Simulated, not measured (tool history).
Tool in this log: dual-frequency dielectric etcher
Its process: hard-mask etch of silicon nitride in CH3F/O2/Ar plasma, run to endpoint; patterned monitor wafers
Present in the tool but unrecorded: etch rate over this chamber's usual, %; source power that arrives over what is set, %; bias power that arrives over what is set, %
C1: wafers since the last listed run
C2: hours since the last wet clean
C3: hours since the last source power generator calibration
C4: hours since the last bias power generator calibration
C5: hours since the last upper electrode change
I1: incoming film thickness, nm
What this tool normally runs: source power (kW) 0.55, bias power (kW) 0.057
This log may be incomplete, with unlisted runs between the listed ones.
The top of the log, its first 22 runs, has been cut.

run 23 day=13 | source_power_(kW)=0.5 bias_power_(kW)=0.047 | C1=200 C2=363.2 C3=76.8 C4=140.8 C5=137.3 | I1=36.12 | endpoint_time_(s)=54.7
run 24 day=13.612 | source_power_(kW)=0.55 bias_power_(kW)=0.057 | C1=198 C2=377.9 C3=91.5 C4=155.5 C5=152 | I1=36.62 | endpoint_time_(s)=50.7
run 25 day=14.217 | source_power_(kW)=0.55 bias_power_(kW)=0.057 | C1=196 C2=392.4 C3=106 C4=170 C5=166.5 | I1=35.81 | endpoint_time_(s)=50.4
run 26 day=14.85 | source_power_(kW)=0.47 bias_power_(kW)=0.068 | C1=205 C2=407.6 C3=121.2 C4=185.2 C5=181.7 | I1=35.74 | endpoint_time_(s)=50.3
-- day=15.979 wet clean of the chamber
run 27 day=16 | source_power_(kW)=0.67 bias_power_(kW)=0.067 | C1=48 C2=0.5 C3=148.8 C4=212.8 C5=209.3 | I1=36.49 | endpoint_time_(s)=42.4
run 28 day=16.258 | source_power_(kW)=0.41 bias_power_(kW)=0.057 | C1=83 C2=6.7 C3=155 C4=219 C5=215.5 | I1=36.45 | endpoint_time_(s)=54.6
run 29 day=16.962 | source_power_(kW)=0.44 bias_power_(kW)=0.07 | C1=228 C2=23.6 C3=171.9 C4=235.9 C5=232.4 | I1=36.11 | endpoint_time_(s)=50.6
run 30 day=17.375 | source_power_(kW)=0.63 bias_power_(kW)=0.063 | C1=133 C2=33.5 C3=181.8 C4=245.8 C5=242.3 | I1=36.45 | endpoint_time_(s)=44.8
run 31 day=17.808 | source_power_(kW)=0.65 bias_power_(kW)=0.052 | C1=140 C2=43.9 C3=192.2 C4=256.2 C5=252.7 | I1=36.07 | endpoint_time_(s)=45.9
run 32 day=18.3 | source_power_(kW)=0.6 bias_power_(kW)=0.071 | C1=159 C2=55.7 C3=204 C4=268 C5=264.5 | I1=35.86 | endpoint_time_(s)=43.1
run 33 day=18.825 | source_power_(kW)=0.61 bias_power_(kW)=0.052 | C1=170 C2=68.3 C3=216.6 C4=280.6 C5=277.1 | I1=36.11 | endpoint_time_(s)=47.1
run 34 day=19.312 | source_power_(kW)=0.55 bias_power_(kW)=0.057 | C1=158 C2=80 C3=228.3 C4=292.3 C5=288.8 | I1=36.14 | endpoint_time_(s)=48.8
run 35 day=19.971 | source_power_(kW)=0.45 bias_power_(kW)=0.063 | C1=213 C2=95.8 C3=244.1 C4=308.1 C5=304.6 | I1=36.05 | endpoint_time_(s)=51.3
run 36 day=20.888 | source_power_(kW)=0.68 bias_power_(kW)=0.063 | C1=297 C2=117.8 C3=266.1 C4=330.1 C5=326.6 | I1=35.95 | endpoint_time_(s)=43

What if the next run were any one of these 3? Each begins from the tool's condition after run 36:
run A day=20.904 | source_power_(kW)=0.44 bias_power_(kW)=0.057 | C1=5 C2=118.2 C3=266.5 C4=330.5 C5=327 | I1=36.15 | endpoint_time_(s)=?
run B day=20.904 | source_power_(kW)=0.55 bias_power_(kW)=0.044 | C1=5 C2=118.2 C3=266.5 C4=330.5 C5=327 | I1=36.15 | endpoint_time_(s)=?
run C day=20.904 | source_power_(kW)=0.45 bias_power_(kW)=0.051 | C1=5 C2=118.2 C3=266.5 C4=330.5 C5=327 | I1=36.15 | endpoint_time_(s)=?

run=A endpoint_time_(s)=53.7
run=B endpoint_time_(s)=51.4
run=C endpoint_time_(s)=54.5
With no hidden state in the tool, these same runs would have given:
run=A endpoint_time_(s)=52.4
run=B endpoint_time_(s)=50.2
run=C endpoint_time_(s)=53.3

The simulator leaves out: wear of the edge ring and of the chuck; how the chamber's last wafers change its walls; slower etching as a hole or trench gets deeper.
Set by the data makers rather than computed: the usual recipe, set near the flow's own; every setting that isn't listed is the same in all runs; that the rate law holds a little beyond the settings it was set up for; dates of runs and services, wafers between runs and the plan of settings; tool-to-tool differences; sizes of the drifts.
